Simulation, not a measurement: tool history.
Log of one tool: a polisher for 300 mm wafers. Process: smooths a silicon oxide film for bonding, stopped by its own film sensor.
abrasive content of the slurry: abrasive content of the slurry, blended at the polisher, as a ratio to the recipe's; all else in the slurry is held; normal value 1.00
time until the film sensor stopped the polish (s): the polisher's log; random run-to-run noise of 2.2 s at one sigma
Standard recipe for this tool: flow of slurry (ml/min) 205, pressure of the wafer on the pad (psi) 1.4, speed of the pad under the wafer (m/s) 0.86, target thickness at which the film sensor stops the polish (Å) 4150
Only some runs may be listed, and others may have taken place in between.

| run | hour | flow of slurry (ml/min) | pressure of the wafer on the pad (psi) | speed of the pad under the wafer (m/s) | abrasive content of the slurry | target thickness at which the film sensor stops the polish (Å) | incoming thickness of the incoming film, nm | time until the film sensor stopped the polish (s) |
|---|---|---|---|---|---|---|---|---|
| 1 | 0.0 | 205 | 1.4 | 0.86 | 1.00 | 4150 | 472.4 | 125.3 |
|  | 50.6 | slurry nozzle cleaned |
|  | 64.9 | worn pad replaced by a new one |
|  | 90.3 | head pressure recalibrated |
|  | 151.2 | slurry blender recalibrated |
| 2 | 205.7 | 205 | 1.4 | 0.86 | 1.00 | 4150 | 472.4 | 139.5 |
| 3 | 244.0 | 205 | 1.4 | 0.86 | 1.00 | 4150 | 463.8 | 115.9 |
| 4 | 311.0 | 205 | 1.4 | 0.86 | 1.00 | 4150 | 469.6 | 128.6 |
| 5 | 357.6 | 205 | 1.4 | 0.86 | 1.00 | 4150 | 467.8 | 120.9 |
|  | 374.8 | worn pad replaced by a new one |
|  | 450.1 | slurry nozzle cleaned |
| 6 | 509.5 | 205 | 1.6 | 0.86 | 1.00 | 4250 | 467.2 | 84.1 |
| 7 | 547.0 | 205 | 1.6 | 0.86 | 1.00 | 4250 | 468.1 | 87.2 |
|  | 575.7 | slurry blender recalibrated |
| 8 | 646.2 | 205 | 1.6 | 0.86 | 1.00 | 4250 | 472.3 | 90.7 |
| 9 | 685.3 | 205 | 1.4 | 0.78 | 1.00 | 4150 | 459.4 | 102.1 |
|  | 729.9 | worn pad replaced by a new one |
| 10 | 774.2 | 205 | 1.4 | 0.86 | 1.00 | 4150 | 470.3 | 122.1 |
|  | 807.3 | slurry nozzle cleaned |
| 11 | 871.4 | 205 | 1.4 | 0.86 | 1.00 | 4150 | 466.9 | 112.4 |
| 12 | 907.5 | 205 | 1.4 | 0.86 | 1.00 | 4150 | 473.4 | 129.8 |
|  | 971.5 | slurry blender recalibrated |
| 13 | 980.9 | 205 | 1.4 | 0.86 | 1.00 | 4150 | 473.1 | 125.2 |
|  | 1032.2 | worn pad replaced by a new one |
| 14 | 1077.2 | 135 | 1.1 | 0.86 | 1.10 | 4150 | 473.7 | 173.4 |
| 15 | 1132.9 | 205 | 1.4 | 0.74 | 1.00 | 4280 | 470.2 | 98.1 |
|  | 1184.3 | slurry nozzle cleaned |
| 16 | 1219.7 | 185 | 1.4 | 0.86 | 1.00 | 4150 | 468.7 | 117.0 |
|  | 1271.4 | head pressure recalibrated |
| 17 | 1279.2 | 205 | 1.4 | 0.86 | 1.00 | 4150 | 477.1 | 148.4 |
| 18 | 1326.0 | 205 | 1.7 | 0.86 | 1.00 | 4150 | 475.6 | 117.8 |
| 19 | 1366.3 | 205 | 1.4 | 0.86 | 1.00 | 4150 | 466.2 | 118.9 |
|  | 1371.1 | slurry blender recalibrated |
|  | 1388.6 | worn pad replaced by a new one |
| 20 | 1459.7 | 205 | 1.4 | 0.86 | 0.75 | 4150 | 474.7 | 151.7 |
| 21 | 1521.5 | 175 | 1.1 | 0.86 | 1.00 | 4150 | 472.5 | 167.8 |
| 22 | 1577.1 | 205 | 1.4 | 0.98 | 1.00 | 4150 | 460.8 | 95.9 |
|  | 1588.3 | slurry nozzle cleaned |
| 23 | 1676.2 | 205 | 1.4 | 0.86 | 1.00 | 4150 | 479.3 | 142.2 |
|  | 1724.7 | slurry blender recalibrated |
|  | 1758.6 | worn pad replaced by a new one |
| 24 | 1759.1 | 205 | 1.4 | 0.86 | 1.00 | 4020 | 471.6 | 153.8 |

Predict each of these 5 candidate next runs independently; none follows another, all start after run 24:
| A | 1759.6 | 255 | 1.4 | 0.86 | 1.00 | 4150 | 466.0 | ? |
| B | 1759.6 | 205 | 1.4 | 0.86 | 0.90 | 4060 | 466.0 | ? |
| C | 1759.6 | 155 | 1.4 | 0.86 | 0.90 | 4230 | 466.0 | ? |
| D | 1759.6 | 170 | 1.4 | 0.86 | 1.25 | 4150 | 466.0 | ? |
| E | 1759.6 | 205 | 1.0 | 0.86 | 0.90 | 4220 | 466.0 | ? |

| run | time until the film sensor stopped the polish (s) |
|---|---|
| A | 107.3 |
| B | 136.1 |
| C | 102.2 |
| D | 103.6 |
| E | 139.8 |
With no hidden state in the tool, these same runs would have given:
| run | time until the film sensor stopped the polish (s) |
|---|---|
| A | 118.7 |
| B | 150.5 |
| C | 113.1 |
| D | 114.5 |
| E | 154.5 |
